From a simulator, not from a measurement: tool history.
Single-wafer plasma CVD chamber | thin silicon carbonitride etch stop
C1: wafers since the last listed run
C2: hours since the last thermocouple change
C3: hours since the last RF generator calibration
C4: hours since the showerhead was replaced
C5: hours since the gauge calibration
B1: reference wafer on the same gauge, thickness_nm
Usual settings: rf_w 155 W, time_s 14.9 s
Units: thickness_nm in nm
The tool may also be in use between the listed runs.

Run 1, hour 0: usual settings but rf_w 135 W; C1 0; C2 807.3; C3 1157.8; C4 5442.7; C5 166.6; B1 7.867. Result: thickness_nm 7.656 nm.
Run 2, hour 27.1: usual settings but rf_w 135 W; C1 701; C2 834.4; C3 1184.9; C4 5469.8; C5 193.7; B1 7.872. Result: thickness_nm 7.617 nm.
Run 3, hour 61.2: usual settings but rf_w 145 W, time_s 12.7 s; C1 882; C2 868.5; C3 1219; C4 5503.9; C5 227.8; B1 7.871. Result: thickness_nm 6.731 nm.
Run 4, hour 79.8: usual settings but rf_w 145 W, time_s 12.7 s; C1 481; C2 887.1; C3 1237.6; C4 5522.5; C5 246.4; B1 7.87. Result: thickness_nm 6.754 nm.
Run 5, hour 93.6: usual settings but rf_w 145 W, time_s 12.7 s; C1 357; C2 900.9; C3 1251.4; C4 5536.3; C5 260.2; B1 7.868. Result: thickness_nm 6.758 nm.
Run 6, hour 120.4: usual settings but rf_w 130 W, time_s 16.2 s; C1 693; C2 927.7; C3 1278.2; C4 5563.1; C5 287; B1 7.87. Result: thickness_nm 8.118 nm.
Run 7, hour 170.4: usual settings but rf_w 130 W, time_s 16.2 s; C1 1294; C2 977.7; C3 1328.2; C4 5613.1; C5 337; B1 7.871. Result: thickness_nm 8.141 nm.
Run 8, hour 203.6: usual settings but rf_w 165 W; C1 859; C2 1010.9; C3 1361.4; C4 5646.3; C5 370.2; B1 7.87. Result: thickness_nm 8.399 nm.
At hour 209.8: gauge calibrated.
At hour 218.6: RF generator calibrated.
Run 9, hour 236.4: usual settings; C1 641; C2 1043.7; C3 17.8; C4 5679.1; C5 26.6; B1 7.867. Result: thickness_nm 8.507 nm.
At hour 244.5: showerhead replaced.
Run 10, hour 250: usual settings; C1 144; C2 1057.3; C3 31.4; C4 5.5; C5 40.2; B1 7.868. Result: thickness_nm 8.516 nm.
At hour 316.5: thermocouple changed; heater temperature recalibrated.
Run 11, hour 342.9: usual settings but time_s 16.6 s; C1 2197; C2 26.4; C3 124.3; C4 98.4; C5 133.1; B1 7.875. Result: thickness_nm 9.405 nm.
Run 12, hour 362.7: usual settings; C1 512; C2 46.2; C3 144.1; C4 118.2; C5 152.9; B1 7.87. Result: thickness_nm 8.397 nm.
Run 13, hour 375.4: usual settings; C1 328; C2 58.9; C3 156.8; C4 130.9; C5 165.6; B1 7.867. Result: thickness_nm 8.438 nm.
Run 14, hour 400.9: usual settings but rf_w 145 W, time_s 13.3 s; C1 660; C2 84.4; C3 182.3; C4 156.4; C5 191.1; B1 7.871. Result: thickness_nm 7.272 nm.
Run 15, hour 422.3: usual settings but rf_w 125 W, time_s 12.1 s; C1 553; C2 105.8; C3 203.7; C4 177.8; C5 212.5; B1 7.872. Result: thickness_nm 6.085 nm.
Run 16, hour 448.3: usual settings but rf_w 125 W; C1 672; C2 131.8; C3 229.7; C4 203.8; C5 238.5; B1 7.873. Result: thickness_nm 7.507 nm.
Run 17, hour 505.9: usual settings but rf_w 130 W; C1 1490; C2 189.4; C3 287.3; C4 261.4; C5 296.1; B1 7.87. Result: thickness_nm 7.628 nm.
Run 18, hour 526.2: usual settings but time_s 16.9 s; C1 525; C2 209.7; C3 307.6; C4 281.7; C5 316.4; B1 7.868. Result: thickness_nm 9.465 nm.
Run 19, hour 553.4: usual settings but rf_w 130 W, time_s 16.7 s; C1 704; C2 236.9; C3 334.8; C4 308.9; C5 343.6; B1 7.867. Result: thickness_nm 8.535 nm.
Run 20, hour 569.7: usual settings but rf_w 175 W, time_s 16.8 s; C1 421; C2 253.2; C3 351.1; C4 325.2; C5 359.9; B1 7.874. Result: thickness_nm 9.946 nm.

Forecast each of these 5 alternatives for the next run:
Run A, hour 570.1: usual settings; C1 10; C2 253.6; C3 351.5; C4 325.6; C5 360.3; B1 ?. Result: thickness_nm ?.
Run B, hour 570.1: usual settings but time_s 12.7 s; C1 10; C2 253.6; C3 351.5; C4 325.6; C5 360.3; B1 ?. Result: thickness_nm ?.
Run C, hour 570.1: usual settings but rf_w 185 W, time_s 16.6 s; C1 10; C2 253.6; C3 351.5; C4 325.6; C5 360.3; B1 ?. Result: thickness_nm ?.
Run D, hour 570.1: usual settings but time_s 13.9 s; C1 10; C2 253.6; C3 351.5; C4 325.6; C5 360.3; B1 ?. Result: thickness_nm ?.
Run E, hour 570.1: usual settings but rf_w 135 W, time_s 17.7 s; C1 10; C2 253.6; C3 351.5; C4 325.6; C5 360.3; B1 ?. Result: thickness_nm ?.

run     B1  thickness_nm
  A  7.869         8.348
  B  7.869         7.115
  C  7.869        10.089
  D  7.869         7.788
  E  7.869         9.247
Without the tool's hidden state the same runs would have given:
run  thickness_nm
  A         8.526
  B         7.268
  C        10.305
  D         7.954
  E         9.445
